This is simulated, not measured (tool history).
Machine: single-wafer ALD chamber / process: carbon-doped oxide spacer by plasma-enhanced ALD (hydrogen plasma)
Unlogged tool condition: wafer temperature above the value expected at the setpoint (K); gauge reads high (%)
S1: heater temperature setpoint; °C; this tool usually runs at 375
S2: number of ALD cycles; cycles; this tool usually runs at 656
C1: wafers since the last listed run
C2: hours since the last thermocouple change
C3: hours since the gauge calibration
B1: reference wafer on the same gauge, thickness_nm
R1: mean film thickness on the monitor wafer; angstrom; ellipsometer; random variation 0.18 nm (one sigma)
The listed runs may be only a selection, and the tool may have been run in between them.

run 1 hour=0.0 | S1=375 S2=656 | C1=0 C2=1290.7 C3=1166.2 | B1=33.685 | R1=325.11
run 2 hour=65.8 | S1=375 S2=656 | C1=34 C2=1356.5 C3=1232.0 | B1=33.616 | R1=327.18
run 3 hour=112.4 | S1=375 S2=656 | C1=24 C2=1403.1 C3=1278.6 | B1=33.653 | R1=325.25
run 4 hour=172.3 | S1=375 S2=656 | C1=31 C2=1463.0 C3=1338.5 | B1=33.625 | R1=319.76
run 5 hour=225.8 | S1=375 S2=656 | C1=27 C2=1516.5 C3=1392.0 | B1=33.510 | R1=323.99
run 6 hour=295.0 | S1=375 S2=656 | C1=36 C2=1585.7 C3=1461.2 | B1=33.517 | R1=324.18
run 7 hour=347.3 | S1=375 S2=740 | C1=27 C2=1638.0 C3=1513.5 | B1=33.453 | R1=366.44
run 8 hour=400.5 | S1=375 S2=740 | C1=27 C2=1691.2 C3=1566.7 | B1=33.570 | R1=365.93
run 9 hour=593.8 | S1=375 S2=740 | C1=101 C2=1884.5 C3=1760.0 | B1=33.453 | R1=363.80
run 10 hour=648.8 | S1=375 S2=656 | C1=28 C2=1939.5 C3=1815.0 | B1=33.416 | R1=324.94
run 11 hour=703.3 | S1=375 S2=558 | C1=28 C2=1994.0 C3=1869.5 | B1=33.428 | R1=273.75
run 12 hour=740.7 | S1=375 S2=558 | C1=19 C2=2031.4 C3=1906.9 | B1=33.313 | R1=273.77
run 13 hour=793.6 | S1=375 S2=656 | C1=27 C2=2084.3 C3=1959.8 | B1=33.257 | R1=321.42
run 14 hour=833.0 | S1=375 S2=656 | C1=20 C2=2123.7 C3=1999.2 | B1=33.283 | R1=322.95
run 15 hour=882.4 | S1=384 S2=656 | C1=25 C2=2173.1 C3=2048.6 | B1=33.243 | R1=317.48
run 16 hour=989.1 | S1=384 S2=656 | C1=55 C2=2279.8 C3=2155.3 | B1=33.089 | R1=318.48
run 17 hour=1060.3 | S1=385 S2=556 | C1=37 C2=2351.0 C3=2226.5 | B1=33.124 | R1=269.61
run 18 hour=1114.5 | S1=385 S2=556 | C1=28 C2=2405.2 C3=2280.7 | B1=33.047 | R1=269.60
run 19 hour=1151.8 | S1=375 S2=586 | C1=19 C2=2442.5 C3=2318.0 | B1=32.953 | R1=286.26
run 20 hour=1189.3 | S1=369 S2=752 | C1=19 C2=2480.0 C3=2355.5 | B1=32.986 | R1=367.45
run 21 hour=1222.3 | S1=375 S2=740 | C1=17 C2=2513.0 C3=2388.5 | B1=33.067 | R1=359.41
-- hour=1239.0 gauge calibrated
-- hour=1289.2 thermocouple changed; heater temperature recalibrated
run 22 hour=1289.5 | S1=367 S2=603 | C1=30 C2=0.3 C3=50.5 | B1=33.848 | R1=300.31
run 23 hour=1340.0 | S1=375 S2=656 | C1=26 C2=50.8 C3=101.0 | B1=33.873 | R1=326.55
run 24 hour=1396.7 | S1=375 S2=656 | C1=29 C2=107.5 C3=157.7 | B1=33.932 | R1=324.76
run 25 hour=1438.8 | S1=386 S2=526 | C1=22 C2=149.6 C3=199.8 | B1=33.927 | R1=261.36
run 26 hour=1483.2 | S1=365 S2=701 | C1=23 C2=194.0 C3=244.2 | B1=33.922 | R1=351.29
run 27 hour=1527.3 | S1=366 S2=584 | C1=23 C2=238.1 C3=288.3 | B1=33.814 | R1=291.40
run 28 hour=1557.5 | S1=375 S2=586 | C1=15 C2=268.3 C3=318.5 | B1=33.940 | R1=289.66
run 29 hour=1598.9 | S1=380 S2=725 | C1=21 C2=309.7 C3=359.9 | B1=33.810 | R1=363.36
run 30 hour=1629.4 | S1=375 S2=656 | C1=15 C2=340.2 C3=390.4 | B1=33.916 | R1=327.62
run 31 hour=1698.1 | S1=389 S2=690 | C1=35 C2=408.9 C3=459.1 | B1=33.943 | R1=341.62
run 32 hour=1732.4 | S1=375 S2=656 | C1=17 C2=443.2 C3=493.4 | B1=33.780 | R1=327.76
run 33 hour=1784.2 | S1=370 S2=723 | C1=27 C2=495.0 C3=545.2 | B1=33.931 | R1=357.14
run 34 hour=1825.1 | S1=385 S2=656 | C1=21 C2=535.9 C3=586.1 | B1=33.860 | R1=324.70
run 35 hour=1873.3 | S1=367 S2=693 | C1=25 C2=584.1 C3=634.3 | B1=33.809 | R1=342.78
run 36 hour=1935.2 | S1=375 S2=740 | C1=32 C2=646.0 C3=696.2 | B1=33.805 | R1=371.84
run 37 hour=1976.0 | S1=361 S2=557 | C1=21 C2=686.8 C3=737.0 | B1=33.753 | R1=279.16

Hidden state or all else? Some run-to-run changes of R1, split into what the settings, what came in and random variation would give without the hidden state, and what is left for the hidden state (with any gauge scatter that isn't in both results):
Run 12 -> 13: S2 558 -> 656. R1 +47.65 angstrom: hidden state -1.15, all else +48.80.
Run 19 -> 20: S1 375 -> 369, S2 586 -> 752. R1 +81.19 angstrom: hidden state -2.41, all else +83.60.
Run 21 -> 22: S1 375 -> 367, S2 740 -> 603, gauge calibrated, thermocouple changed; heater temperature recalibrated. R1 -59.10 angstrom: hidden state +9.64, all else -68.74.
Run 25 -> 26: S1 386 -> 365, S2 526 -> 701. R1 +89.93 angstrom: hidden state -0.11, all else +90.04.
Run 36 -> 37: S1 375 -> 361, S2 740 -> 557. R1 -92.68 angstrom: hidden state +0.19, all else -92.87.

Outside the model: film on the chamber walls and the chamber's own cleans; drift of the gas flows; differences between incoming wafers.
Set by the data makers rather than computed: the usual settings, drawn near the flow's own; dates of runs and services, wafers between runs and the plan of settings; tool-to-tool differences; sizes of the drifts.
